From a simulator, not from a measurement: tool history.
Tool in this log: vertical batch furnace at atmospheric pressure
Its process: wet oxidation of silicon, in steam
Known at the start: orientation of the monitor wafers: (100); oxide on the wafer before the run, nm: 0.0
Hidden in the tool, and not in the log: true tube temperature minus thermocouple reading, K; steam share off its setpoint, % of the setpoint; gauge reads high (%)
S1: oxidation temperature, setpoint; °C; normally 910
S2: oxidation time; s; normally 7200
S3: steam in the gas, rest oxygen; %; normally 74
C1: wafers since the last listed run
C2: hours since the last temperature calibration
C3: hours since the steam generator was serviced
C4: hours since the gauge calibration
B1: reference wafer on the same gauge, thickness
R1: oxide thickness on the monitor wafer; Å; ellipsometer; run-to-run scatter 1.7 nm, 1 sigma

Run 1, hour 0: usual settings; C1 0; C2 3993.5; C3 938.4; C4 919.4; B1 339.59. Result: R1 3138.4 Å.
Run 2, hour 75.3: usual settings; C1 929; C2 4068.8; C3 1013.7; C4 994.7; B1 339.75. Result: R1 3145.4 Å.
Run 3, hour 170.4: usual settings but S1 894 °C; C1 1174; C2 4163.9; C3 1108.8; C4 1089.8; B1 340.09. Result: R1 2582.7 Å.
Run 4, hour 255.2: usual settings but S1 894 °C; C1 1046; C2 4248.7; C3 1193.6; C4 1174.6; B1 339.72. Result: R1 2565.2 Å.
At hour 315.7: gauge calibrated.
Run 5, hour 355.1: usual settings but S1 894 °C; C1 1233; C2 4348.6; C3 1293.5; C4 39.4; B1 339.86. Result: R1 2536.8 Å.
Run 6, hour 396.7: usual settings; C1 513; C2 4390.2; C3 1335.1; C4 81; B1 339.8. Result: R1 3101.2 Å.
Run 7, hour 458.7: usual settings; C1 765; C2 4452.2; C3 1397.1; C4 143; B1 340.24. Result: R1 3110.7 Å.
Run 8, hour 521.5: usual settings; C1 775; C2 4515; C3 1459.9; C4 205.8; B1 339.71. Result: R1 3098.3 Å.
Run 9, hour 617.7: usual settings; C1 1187; C2 4611.2; C3 1556.1; C4 302; B1 339.97. Result: R1 3118.8 Å.
At hour 833.7: steam generator serviced.
Run 10, hour 860: usual settings but S1 901 °C, S2 9660 s; C1 2695; C2 4853.5; C3 26.3; C4 544.3; B1 339.68. Result: R1 3687.3 Å.
At hour 972.7: thermocouples replaced and temperature profile calibrated.
Run 11, hour 973.2: usual settings but S2 9390 s; C1 1101; C2 0.5; C3 139.5; C4 657.5; B1 340.08. Result: R1 3746.5 Å.
Run 12, hour 1017.4: usual settings; C1 545; C2 44.7; C3 183.7; C4 701.7; B1 339.98. Result: R1 3046.9 Å.
Run 13, hour 1071.3: usual settings; C1 665; C2 98.6; C3 237.6; C4 755.6; B1 339.75. Result: R1 3033.4 Å.
Run 14, hour 1124.9: usual settings but S2 5160 s, S3 68 %; C1 661; C2 152.2; C3 291.2; C4 809.2; B1 340.3. Result: R1 2122.9 Å.
Run 15, hour 1179.5: usual settings but S2 9180 s; C1 674; C2 206.8; C3 345.8; C4 863.8; B1 339.68. Result: R1 3691.5 Å.
Run 16, hour 1276.6: usual settings; C1 1198; C2 303.9; C3 442.9; C4 960.9; B1 339.85. Result: R1 3049.5 Å.
Run 17, hour 1336: usual settings but S3 82 %; C1 733; C2 363.3; C3 502.3; C4 1020.3; B1 340.01. Result: R1 3315.5 Å.
Run 18, hour 1560.7: usual settings but S1 903 °C, S2 3690 s, S3 66 %; C1 2774; C2 588; C3 727; C4 1245; B1 339.92. Result: R1 1398.9 Å.
At hour 1569.3: gauge calibrated.
Run 19, hour 1637.1: usual settings but S1 919 °C, S2 9060 s, S3 83 %; C1 943; C2 664.4; C3 803.4; C4 67.8; B1 339.43. Result: R1 4415.1 Å.
Run 20, hour 1678.8: usual settings; C1 514; C2 706.1; C3 845.1; C4 109.5; B1 340.12. Result: R1 3069.3 Å.
Run 21, hour 1982.5: usual settings but S1 903 °C, S3 66 %; C1 3749; C2 1009.8; C3 1148.8; C4 413.2; B1 339.56. Result: R1 2546.4 Å.
Run 22, hour 2043.6: usual settings but S2 8310 s; C1 754; C2 1070.9; C3 1209.9; C4 474.3; B1 339.95. Result: R1 3426.3 Å.
Run 23, hour 2147.2: usual settings but S1 921 °C, S2 10620 s, S3 63 %; C1 1279; C2 1174.5; C3 1313.5; C4 577.9; B1 340.08. Result: R1 4098.4 Å.
At hour 2185: steam generator serviced.
Run 24, hour 2200: usual settings but S2 10140 s, S3 83 %; C1 355; C2 1227.3; C3 15; C4 630.7; B1 340.1. Result: R1 4478.8 Å.
Run 25, hour 2300.8: usual settings; C1 1244; C2 1328.1; C3 115.8; C4 731.5; B1 340.18. Result: R1 3133.3 Å.
Run 26, hour 2346.7: usual settings but S3 66 %; C1 566; C2 1374; C3 161.7; C4 777.4; B1 340.04. Result: R1 2862.5 Å.

Each row is a separate what-if for the run after 26, all from the same tool condition, not one after another. Results?
Run A, hour 2352.3: usual settings but S2 9330 s; C1 69; C2 1379.6; C3 167.3; C4 783; B1 ?. Result: R1 ?.
Run B, hour 2352.3: usual settings but S1 921 °C, S2 10080 s, S3 66 %; C1 69; C2 1379.6; C3 167.3; C4 783; B1 ?. Result: R1 ?.
Run C, hour 2352.3: usual settings but S2 4050 s, S3 81 %; C1 69; C2 1379.6; C3 167.3; C4 783; B1 ?. Result: R1 ?.

run      B1      R1
  A  339.93  3869.9
  B  339.93  4187.5
  C  339.93  2073.5
Stripped of hidden state, with their random variation kept, the same runs would have yielded:
run      R1
  A  3739.3
  B  4061.3
  C  1992.8
